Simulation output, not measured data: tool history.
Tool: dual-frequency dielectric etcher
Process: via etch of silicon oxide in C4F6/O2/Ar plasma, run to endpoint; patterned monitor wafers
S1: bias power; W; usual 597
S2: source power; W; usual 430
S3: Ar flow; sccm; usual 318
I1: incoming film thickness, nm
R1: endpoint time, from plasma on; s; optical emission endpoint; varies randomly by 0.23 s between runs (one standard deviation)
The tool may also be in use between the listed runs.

run	hour	S1	S2	S3	I1	R1
1	0.0	597	380	318	154.0	34.6
2	13.6	597	380	318	155.1	34.7
3	34.4	597	430	318	156.0	32.8
4	60.5	597	430	318	155.3	33.0
5	79.4	597	430	318	154.7	33.1
6	109.2	597	430	318	155.3	33.1
7	141.6	597	430	318	155.9	33.0
# hour 184.5: upper electrode replaced
# hour 198.6: wet clean of the chamber
8	199.1	597	430	356	155.5	32.9
9	199.4	682	430	318	154.3	29.7
10	199.8	682	430	318	155.0	30.0
11	235.7	658	430	318	156.5	31.0
12	263.4	658	430	318	154.2	30.4
13	285.3	658	430	318	155.8	31.0
# hour 300.2: source power generator calibrated
# hour 303.2: Ar flow controller replaced
14	311.2	597	430	318	155.7	32.7
15	341.2	597	510	318	155.6	30.1
16	358.2	521	470	295	155.9	33.5
17	382.4	743	430	318	154.6	28.8
18	396.7	597	350	288	154.4	35.5
19	411.3	597	430	318	153.4	32.3
20	430.4	673	430	318	156.3	31.2
21	447.5	711	470	397	154.3	29.2
# hour 476.2: bias power generator calibrated
22	476.7	597	360	258	154.2	34.7
23	498.9	557	430	397	154.2	35.3
24	525.0	458	430	318	155.2	38.6
25	539.9	597	530	318	154.8	30.0
# hour 567.7: wet clean of the chamber
26	569.7	597	430	318	155.1	32.2
27	600.9	733	540	318	153.5	25.8
28	616.7	597	520	318	154.2	28.9

5 ways to go on from here, each from the tool as it stands after run 28. What would each give?
A	617.1	597	430	318	157.0	?
B	617.1	717	500	368	157.0	?
C	617.1	597	340	318	157.0	?
D	617.1	556	370	296	157.0	?
E	617.1	676	430	318	157.0	?

run	R1
A	32.3
B	27.8
C	36.3
D	35.8
E	30.1
Stripped of hidden state, with their random variation kept, the same runs would have yielded:
run	R1
A	32.2
B	27.7
C	36.3
D	35.8
E	30.1
